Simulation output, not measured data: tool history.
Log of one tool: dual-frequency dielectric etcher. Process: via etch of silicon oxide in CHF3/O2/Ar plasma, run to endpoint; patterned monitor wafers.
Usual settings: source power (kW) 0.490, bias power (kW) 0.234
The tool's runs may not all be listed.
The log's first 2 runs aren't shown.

run	hour	source power (kW)	bias power (kW)	wafers since the last listed run	hours since the last wet clean	hours since the last source power generator calibration	hours since the last bias power generator calibration	hours since the last upper electrode change	incoming incoming film thickness, nm	endpoint time (s)
3	146.2	0.440	0.207	340	77.2	582.9	2632.4	1700.4	606.1	310.2
4	228.6	0.490	0.234	506	159.6	665.3	2714.8	1782.8	603.5	270.0
5	302.6	0.490	0.234	454	233.6	739.3	2788.8	1856.8	605.9	273.2
6	436.5	0.490	0.234	822	367.5	873.2	2922.7	1990.7	605.6	272.5
7	485.6	0.490	0.208	301	416.6	922.3	2971.8	2039.8	603.2	290.3
8	532.9	0.490	0.208	290	463.9	969.6	3019.1	2087.1	605.3	294.2
9	569.9	0.490	0.234	227	500.9	1006.6	3056.1	2124.1	600.3	273.7
10	645.6	0.490	0.234	465	576.6	1082.3	3131.8	2199.8	609.9	277.9
11	748.6	0.490	0.234	632	679.6	1185.3	3234.8	2302.8	608.4	279.8
12	798.4	0.400	0.288	305	729.4	1235.1	3284.6	2352.6	605.1	284.0
# hour 863.5: upper electrode replaced
13	887.4	0.440	0.249	399	818.4	1324.1	3373.6	23.9	609.5	291.2
# hour 943.8: bias power generator calibrated
# hour 977.0: wet clean of the chamber
14	1146.5	0.490	0.234	1419	169.5	1583.2	202.7	283.0	605.6	269.4
15	1242.1	0.420	0.201	587	265.1	1678.8	298.3	378.6	605.6	326.3
16	1339.9	0.490	0.291	600	362.9	1776.6	396.1	476.4	608.6	244.6
17	1424.0	0.490	0.234	516	447.0	1860.7	480.2	560.5	610.5	277.4

Forecast run 18:
18	1471.3	0.440	0.207	290	494.3	1908.0	527.5	607.8	604.0	?

Run 18 gave endpoint time (s) 314.4.
Without the tool's hidden state the same run would have given endpoint time (s) 306.5.
